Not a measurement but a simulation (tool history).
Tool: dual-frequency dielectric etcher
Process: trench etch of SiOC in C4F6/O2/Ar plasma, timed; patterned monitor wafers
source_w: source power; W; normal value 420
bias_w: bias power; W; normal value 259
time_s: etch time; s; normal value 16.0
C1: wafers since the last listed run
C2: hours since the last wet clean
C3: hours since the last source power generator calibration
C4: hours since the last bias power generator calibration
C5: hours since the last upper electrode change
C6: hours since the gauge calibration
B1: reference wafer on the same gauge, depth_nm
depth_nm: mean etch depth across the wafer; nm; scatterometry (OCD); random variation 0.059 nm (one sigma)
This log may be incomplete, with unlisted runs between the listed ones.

run 1 day=0.000 | source_w=420 bias_w=259 time_s=18.5 | C1=0 C2=199.7 C3=3549.7 C4=3218.4 C5=3176.0 C6=37.4 | B1=36.72 | depth_nm=46.13
-- day=0.362 bias power generator calibrated
run 2 day=1.296 | source_w=420 bias_w=259 time_s=18.5 | C1=351 C2=230.8 C3=3580.8 C4=22.4 C5=3207.1 C6=68.5 | B1=36.69 | depth_nm=45.97
run 3 day=1.596 | source_w=420 bias_w=304 time_s=16.0 | C1=93 C2=238.0 C3=3588.0 C4=29.6 C5=3214.3 C6=75.7 | B1=36.70 | depth_nm=41.87
run 4 day=2.242 | source_w=420 bias_w=304 time_s=16.0 | C1=201 C2=253.5 C3=3603.5 C4=45.1 C5=3229.8 C6=91.2 | B1=36.68 | depth_nm=41.81
run 5 day=2.521 | source_w=380 bias_w=259 time_s=19.5 | C1=86 C2=260.2 C3=3610.2 C4=51.8 C5=3236.5 C6=97.9 | B1=36.70 | depth_nm=45.52
run 6 day=3.271 | source_w=420 bias_w=259 time_s=16.0 | C1=233 C2=278.2 C3=3628.2 C4=69.8 C5=3254.5 C6=115.9 | B1=36.71 | depth_nm=39.66
run 7 day=4.179 | source_w=420 bias_w=259 time_s=16.0 | C1=282 C2=300.0 C3=3650.0 C4=91.6 C5=3276.3 C6=137.7 | B1=36.71 | depth_nm=39.66
-- day=4.571 source power generator calibrated
run 8 day=4.592 | source_w=420 bias_w=259 time_s=16.0 | C1=76 C2=309.9 C3=0.5 C4=101.5 C5=3286.2 C6=147.6 | B1=36.70 | depth_nm=38.74
run 9 day=5.046 | source_w=480 bias_w=299 time_s=18.5 | C1=141 C2=320.8 C3=11.4 C4=112.4 C5=3297.1 C6=158.5 | B1=36.69 | depth_nm=50.67
-- day=6.246 wet clean of the chamber
run 10 day=6.267 | source_w=460 bias_w=202 time_s=12.0 | C1=68 C2=0.5 C3=40.7 C4=141.7 C5=3326.4 C6=187.8 | B1=36.70 | depth_nm=28.75
run 11 day=6.283 | source_w=420 bias_w=283 time_s=16.0 | C1=5 C2=0.9 C3=41.1 C4=142.1 C5=3326.8 C6=188.2 | B1=36.70 | depth_nm=40.21
run 12 day=6.638 | source_w=420 bias_w=259 time_s=13.0 | C1=110 C2=9.4 C3=49.6 C4=150.6 C5=3335.3 C6=196.7 | B1=36.71 | depth_nm=31.70
run 13 day=8.654 | source_w=420 bias_w=259 time_s=16.0 | C1=628 C2=57.8 C3=98.0 C4=199.0 C5=3383.7 C6=245.1 | B1=36.69 | depth_nm=38.98
run 14 day=9.308 | source_w=340 bias_w=216 time_s=20.0 | C1=203 C2=73.5 C3=113.7 C4=214.7 C5=3399.4 C6=260.8 | B1=36.70 | depth_nm=40.48
-- day=10.400 upper electrode replaced
run 15 day=10.421 | source_w=420 bias_w=259 time_s=16.0 | C1=35 C2=100.2 C3=140.4 C4=241.4 C5=0.5 C6=287.5 | B1=36.69 | depth_nm=39.10
run 16 day=10.600 | source_w=460 bias_w=259 time_s=16.0 | C1=55 C2=104.5 C3=144.7 C4=245.7 C5=4.8 C6=291.8 | B1=36.69 | depth_nm=41.22
run 17 day=11.154 | source_w=420 bias_w=259 time_s=16.0 | C1=172 C2=117.8 C3=158.0 C4=259.0 C5=18.1 C6=305.1 | B1=36.71 | depth_nm=39.05
run 18 day=11.875 | source_w=420 bias_w=213 time_s=12.0 | C1=224 C2=135.1 C3=175.3 C4=276.3 C5=35.4 C6=322.4 | B1=36.70 | depth_nm=27.59
run 19 day=12.242 | source_w=420 bias_w=259 time_s=16.0 | C1=114 C2=143.9 C3=184.1 C4=285.1 C5=44.2 C6=331.2 | B1=36.70 | depth_nm=39.07
run 20 day=12.529 | source_w=510 bias_w=259 time_s=16.0 | C1=89 C2=150.8 C3=191.0 C4=292.0 C5=51.1 C6=338.1 | B1=36.70 | depth_nm=43.54
run 21 day=12.996 | source_w=420 bias_w=259 time_s=16.0 | C1=145 C2=162.0 C3=202.2 C4=303.2 C5=62.3 C6=349.3 | B1=36.68 | depth_nm=39.03
run 22 day=13.317 | source_w=330 bias_w=259 time_s=11.5 | C1=99 C2=169.7 C3=209.9 C4=310.9 C5=70.0 C6=357.0 | B1=36.70 | depth_nm=24.14
run 23 day=13.750 | source_w=330 bias_w=229 time_s=14.5 | C1=135 C2=180.1 C3=220.3 C4=321.3 C5=80.4 C6=367.4 | B1=36.71 | depth_nm=29.33
run 24 day=14.367 | source_w=420 bias_w=322 time_s=19.5 | C1=192 C2=194.9 C3=235.1 C4=336.1 C5=95.2 C6=382.2 | B1=36.70 | depth_nm=51.13
run 25 day=14.767 | source_w=330 bias_w=259 time_s=18.5 | C1=124 C2=204.5 C3=244.7 C4=345.7 C5=104.8 C6=391.8 | B1=36.68 | depth_nm=38.72
run 26 day=15.046 | source_w=380 bias_w=234 time_s=18.5 | C1=86 C2=211.2 C3=251.4 C4=352.4 C5=111.5 C6=398.5 | B1=36.69 | depth_nm=41.27
run 27 day=15.729 | source_w=420 bias_w=259 time_s=16.0 | C1=212 C2=227.6 C3=267.8 C4=368.8 C5=127.9 C6=414.9 | B1=36.71 | depth_nm=39.05
run 28 day=16.008 | source_w=500 bias_w=259 time_s=20.0 | C1=86 C2=234.3 C3=274.5 C4=375.5 C5=134.6 C6=421.6 | B1=36.71 | depth_nm=53.94
run 29 day=16.621 | source_w=390 bias_w=293 time_s=16.0 | C1=190 C2=249.0 C3=289.2 C4=390.2 C5=149.3 C6=436.3 | B1=36.71 | depth_nm=38.91

Predict each of these 5 candidate next runs independently; none follows another, all start after run 29:
run A day=16.638 | source_w=420 bias_w=259 time_s=16.0 | C1=5 C2=249.4 C3=289.6 C4=390.6 C5=149.7 C6=436.7 | B1=? | depth_nm=?
run B day=16.638 | source_w=470 bias_w=259 time_s=12.5 | C1=5 C2=249.4 C3=289.6 C4=390.6 C5=149.7 C6=436.7 | B1=? | depth_nm=?
run C day=16.638 | source_w=460 bias_w=220 time_s=14.0 | C1=5 C2=249.4 C3=289.6 C4=390.6 C5=149.7 C6=436.7 | B1=? | depth_nm=?
run D day=16.638 | source_w=370 bias_w=259 time_s=16.0 | C1=5 C2=249.4 C3=289.6 C4=390.6 C5=149.7 C6=436.7 | B1=? | depth_nm=?
run E day=16.638 | source_w=420 bias_w=319 time_s=19.5 | C1=5 C2=249.4 C3=289.6 C4=390.6 C5=149.7 C6=436.7 | B1=? | depth_nm=?

run=A B1=36.70 depth_nm=39.18
run=B B1=36.70 depth_nm=32.65
run=C B1=36.70 depth_nm=34.39
run=D B1=36.70 depth_nm=36.27
run=E B1=36.70 depth_nm=51.03
Without the tool's unlogged condition, the same runs would have read:
run=A depth_nm=39.17
run=B depth_nm=32.63
run=C depth_nm=34.37
run=D depth_nm=36.26
run=E depth_nm=51.02

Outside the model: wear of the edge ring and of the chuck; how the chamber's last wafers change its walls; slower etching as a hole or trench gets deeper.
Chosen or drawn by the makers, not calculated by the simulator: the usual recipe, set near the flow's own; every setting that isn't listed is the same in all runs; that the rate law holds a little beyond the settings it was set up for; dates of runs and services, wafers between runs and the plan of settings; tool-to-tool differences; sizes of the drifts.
